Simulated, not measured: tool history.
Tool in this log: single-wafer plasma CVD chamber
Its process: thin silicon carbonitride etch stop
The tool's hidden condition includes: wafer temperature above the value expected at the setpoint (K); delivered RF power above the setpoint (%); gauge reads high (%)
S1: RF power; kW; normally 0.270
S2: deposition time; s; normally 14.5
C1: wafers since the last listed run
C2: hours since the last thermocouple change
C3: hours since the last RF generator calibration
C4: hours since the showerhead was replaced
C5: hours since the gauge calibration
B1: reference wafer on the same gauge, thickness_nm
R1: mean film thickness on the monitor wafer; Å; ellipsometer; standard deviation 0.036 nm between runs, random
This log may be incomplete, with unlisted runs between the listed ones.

| run | day | S1 | S2 | C1 | C2 | C3 | C4 | C5 | B1 | R1 |
|---|---|---|---|---|---|---|---|---|---|---|
| 1 | 0.000 | 0.270 | 14.5 | 0 | 2108.3 | 960.1 | 4599.2 | 552.5 | 8.623 | 93.50 |
| 2 | 4.000 | 0.270 | 14.5 | 3732 | 2204.3 | 1056.1 | 4695.2 | 648.5 | 8.639 | 93.85 |
| 3 | 5.729 | 0.270 | 14.5 | 1613 | 2245.8 | 1097.6 | 4736.7 | 690.0 | 8.637 | 93.99 |
| 4 | 17.571 | 0.270 | 14.5 | 11049 | 2530.0 | 1381.8 | 5020.9 | 974.2 | 8.672 | 94.14 |
| 5 | 21.392 | 0.270 | 14.5 | 3565 | 2621.7 | 1473.5 | 5112.6 | 1065.9 | 8.670 | 94.18 |
|  | 23.262 | thermocouple changed; heater temperature recalibrated |
| 6 | 23.283 | 0.270 | 14.5 | 1454 | 0.5 | 1518.9 | 5158.0 | 1111.3 | 8.676 | 94.03 |
|  | 24.508 | gauge calibrated |
| 7 | 26.312 | 0.305 | 14.5 | 2826 | 73.2 | 1591.6 | 5230.7 | 43.3 | 8.455 | 95.02 |
| 8 | 29.871 | 0.270 | 12.8 | 3320 | 158.6 | 1677.0 | 5316.1 | 128.7 | 8.493 | 81.79 |
| 9 | 32.500 | 0.325 | 12.6 | 2453 | 221.7 | 1740.1 | 5379.2 | 191.8 | 8.524 | 84.45 |
| 10 | 34.033 | 0.270 | 14.5 | 1430 | 258.5 | 1776.9 | 5416.0 | 228.6 | 8.545 | 93.11 |
|  | 34.942 | RF generator calibrated |
|  | 37.867 | showerhead replaced |
| 11 | 38.246 | 0.240 | 14.5 | 3308 | 359.6 | 79.3 | 9.1 | 329.7 | 8.563 | 89.94 |
| 12 | 41.892 | 0.270 | 13.1 | 3401 | 447.1 | 166.8 | 96.6 | 417.2 | 8.592 | 85.14 |
| 13 | 44.450 | 0.310 | 12.8 | 2387 | 508.5 | 228.2 | 158.0 | 478.6 | 8.614 | 84.97 |
| 14 | 46.662 | 0.315 | 15.6 | 2064 | 561.6 | 281.3 | 211.1 | 531.7 | 8.616 | 105.13 |
| 15 | 48.821 | 0.290 | 14.5 | 2013 | 613.4 | 333.1 | 262.9 | 583.5 | 8.624 | 95.61 |

Alternative continuations, all from the tool just after run 15; predict every row:
| A | 48.838 | 0.270 | 14.5 | 15 | 613.8 | 333.5 | 263.3 | 583.9 | ? | ? |
| B | 48.838 | 0.305 | 16.8 | 15 | 613.8 | 333.5 | 263.3 | 583.9 | ? | ? |
| C | 48.838 | 0.270 | 13.0 | 15 | 613.8 | 333.5 | 263.3 | 583.9 | ? | ? |

| run | B1 | R1 |
|---|---|---|
| A | 8.621 | 93.60 |
| B | 8.621 | 111.67 |
| C | 8.621 | 83.92 |
What these runs would have given with no unlogged condition in the tool:
| run | R1 |
|---|---|
| A | 91.72 |
| B | 109.43 |
| C | 82.23 |
